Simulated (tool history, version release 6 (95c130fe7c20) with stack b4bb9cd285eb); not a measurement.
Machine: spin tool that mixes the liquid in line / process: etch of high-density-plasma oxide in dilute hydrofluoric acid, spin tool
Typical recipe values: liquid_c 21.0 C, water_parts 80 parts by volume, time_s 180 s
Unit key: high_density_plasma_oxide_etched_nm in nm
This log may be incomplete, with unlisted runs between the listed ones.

| run | hour | liquid_c | water_parts | time_s | read-back film thickness of the high-density-plasma oxide reference wafer, read on the same gauge (nm) | high_density_plasma_oxide_etched_nm |
|---|---|---|---|---|---|---|
| 1 | 0.0 | 21.0 | 80 | 180 | 109.99 | 22.05 |
| 2 | 14.2 | 22.5 | 80 | 180 | 110.00 | 23.17 |
| 3 | 27.5 | 21.0 | 80 | 180 | 110.00 | 21.90 |
| 4 | 37.1 | 21.0 | 80 | 180 | 110.00 | 21.86 |
| 5 | 52.4 | 21.0 | 80 | 180 | 109.99 | 22.05 |
| 6 | 69.6 | 18.5 | 80 | 180 | 110.01 | 19.71 |
| 7 | 82.0 | 22.0 | 80 | 150 | 110.00 | 18.97 |
| 8 | 96.5 | 22.0 | 80 | 150 | 110.00 | 18.90 |
| 9 | 109.0 | 22.0 | 80 | 150 | 110.00 | 18.93 |
| 10 | 126.1 | 21.0 | 80 | 180 | 109.99 | 21.67 |
|  | 134.2 | thermometer replaced |
|  | 140.4 | gauge calibrated |
| 11 | 147.5 | 21.0 | 80 | 180 | 110.00 | 20.69 |
| 12 | 155.2 | 21.0 | 80 | 180 | 110.00 | 20.57 |
| 13 | 167.3 | 24.0 | 80 | 110 | 109.98 | 14.14 |
| 14 | 174.1 | 24.0 | 80 | 110 | 110.00 | 14.19 |
| 15 | 183.7 | 21.0 | 80 | 180 | 110.00 | 20.64 |
| 16 | 190.5 | 21.0 | 80 | 180 | 110.02 | 20.53 |
| 17 | 205.5 | 21.0 | 80 | 245 | 110.02 | 27.64 |
|  | 207.5 | hydrofluoric acid flow meter replaced |
| 18 | 216.1 | 21.0 | 40 | 180 | 110.00 | 43.07 |
|  | 225.4 | thermometer replaced, repeated, since the last time left the tool worse |
| 19 | 229.8 | 19.5 | 60 | 125 | 109.99 | 20.91 |
| 20 | 238.2 | 21.0 | 80 | 180 | 109.99 | 23.47 |
| 21 | 247.9 | 21.0 | 80 | 85 | 110.00 | 11.04 |
| 22 | 263.6 | 21.0 | 80 | 180 | 110.00 | 23.39 |
| 23 | 278.7 | 21.0 | 115 | 130 | 110.02 | 11.28 |
| 24 | 295.3 | 24.5 | 95 | 280 | 109.99 | 34.88 |
| 25 | 312.9 | 21.0 | 110 | 180 | 110.02 | 16.48 |
| 26 | 320.8 | 21.0 | 80 | 180 | 110.03 | 23.39 |
| 27 | 337.6 | 25.5 | 115 | 260 | 110.01 | 26.85 |
| 28 | 348.4 | 21.0 | 115 | 135 | 110.00 | 11.74 |

Estimate the outcome of run 29 from the log above:
| 29 | 360.1 | 21.0 | 45 | 180 | ? | ? |

Logged for run 29: read-back film thickness of the high-density-plasma oxide reference wafer, read on the same gauge (nm) 110.01, high_density_plasma_oxide_etched_nm 43.47 nm.
Had the tool carried no hidden state, the very same run would have given high_density_plasma_oxide_etched_nm 43.67 nm.
